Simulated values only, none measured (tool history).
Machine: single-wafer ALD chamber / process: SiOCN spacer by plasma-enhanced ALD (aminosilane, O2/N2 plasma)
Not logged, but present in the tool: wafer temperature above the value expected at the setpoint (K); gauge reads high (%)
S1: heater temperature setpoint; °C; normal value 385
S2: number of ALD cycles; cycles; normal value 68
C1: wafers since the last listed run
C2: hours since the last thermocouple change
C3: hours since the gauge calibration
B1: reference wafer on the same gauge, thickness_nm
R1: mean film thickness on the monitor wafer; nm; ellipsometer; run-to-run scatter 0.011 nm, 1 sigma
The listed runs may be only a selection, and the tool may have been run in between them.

run 1 hour=0 | S1=385 S2=68 | C1=0 C2=2723.9 C3=26.2 | B1=3.979 | R1=4.271
run 2 hour=13.7 | S1=385 S2=68 | C1=68 C2=2737.6 C3=39.9 | B1=3.981 | R1=4.269
run 3 hour=31.6 | S1=385 S2=68 | C1=89 C2=2755.5 C3=57.8 | B1=3.979 | R1=4.263
run 4 hour=44.2 | S1=385 S2=68 | C1=63 C2=2768.1 C3=70.4 | B1=3.98 | R1=4.282
run 5 hour=54.9 | S1=385 S2=68 | C1=53 C2=2778.8 C3=81.1 | B1=3.982 | R1=4.255
run 6 hour=87.8 | S1=385 S2=68 | C1=164 C2=2811.7 C3=114 | B1=3.981 | R1=4.271
run 7 hour=100.9 | S1=385 S2=68 | C1=65 C2=2824.8 C3=127.1 | B1=3.981 | R1=4.269
run 8 hour=111.9 | S1=385 S2=68 | C1=55 C2=2835.8 C3=138.1 | B1=3.982 | R1=4.268
run 9 hour=121 | S1=385 S2=68 | C1=45 C2=2844.9 C3=147.2 | B1=3.98 | R1=4.29
run 10 hour=129.8 | S1=385 S2=68 | C1=44 C2=2853.7 C3=156 | B1=3.981 | R1=4.268
run 11 hour=139.7 | S1=385 S2=68 | C1=49 C2=2863.6 C3=165.9 | B1=3.981 | R1=4.267
run 12 hour=153.6 | S1=385 S2=77 | C1=69 C2=2877.5 C3=179.8 | B1=3.982 | R1=4.828
-- hour=176.5 thermocouple changed; heater temperature recalibrated
run 13 hour=177 | S1=385 S2=68 | C1=77 C2=0.5 C3=203.2 | B1=3.979 | R1=4.297
run 14 hour=183.1 | S1=376 S2=79 | C1=30 C2=6.6 C3=209.3 | B1=3.98 | R1=4.948
run 15 hour=193.6 | S1=385 S2=79 | C1=52 C2=17.1 C3=219.8 | B1=3.981 | R1=4.965
-- hour=203.3 gauge calibrated
run 16 hour=204.1 | S1=385 S2=68 | C1=52 C2=27.6 C3=0.8 | B1=3.979 | R1=4.263
run 17 hour=221.8 | S1=374 S2=74 | C1=88 C2=45.3 C3=18.5 | B1=3.98 | R1=4.649
run 18 hour=239.7 | S1=372 S2=68 | C1=89 C2=63.2 C3=36.4 | B1=3.979 | R1=4.264
run 19 hour=255.9 | S1=379 S2=63 | C1=81 C2=79.4 C3=52.6 | B1=3.98 | R1=3.956
run 20 hour=265.4 | S1=374 S2=81 | C1=47 C2=88.9 C3=62.1 | B1=3.98 | R1=5.079
run 21 hour=275.9 | S1=391 S2=68 | C1=52 C2=99.4 C3=72.6 | B1=3.98 | R1=4.255
run 22 hour=284.8 | S1=399 S2=57 | C1=44 C2=108.3 C3=81.5 | B1=3.98 | R1=3.588

Here are 3 independent what-if runs from the current tool condition. What would each one return?
run A hour=285.3 | S1=374 S2=68 | C1=2 C2=108.8 C3=82 | B1=? | R1=?
run B hour=285.3 | S1=385 S2=72 | C1=2 C2=108.8 C3=82 | B1=? | R1=?
run C hour=285.3 | S1=376 S2=68 | C1=2 C2=108.8 C3=82 | B1=? | R1=?

run=A B1=3.98 R1=4.288
run=B B1=3.98 R1=4.54
run=C B1=3.98 R1=4.288
With the hidden condition removed and each run's random variation left untouched, the same runs would have given:
run=A R1=4.288
run=B R1=4.54
run=C R1=4.288
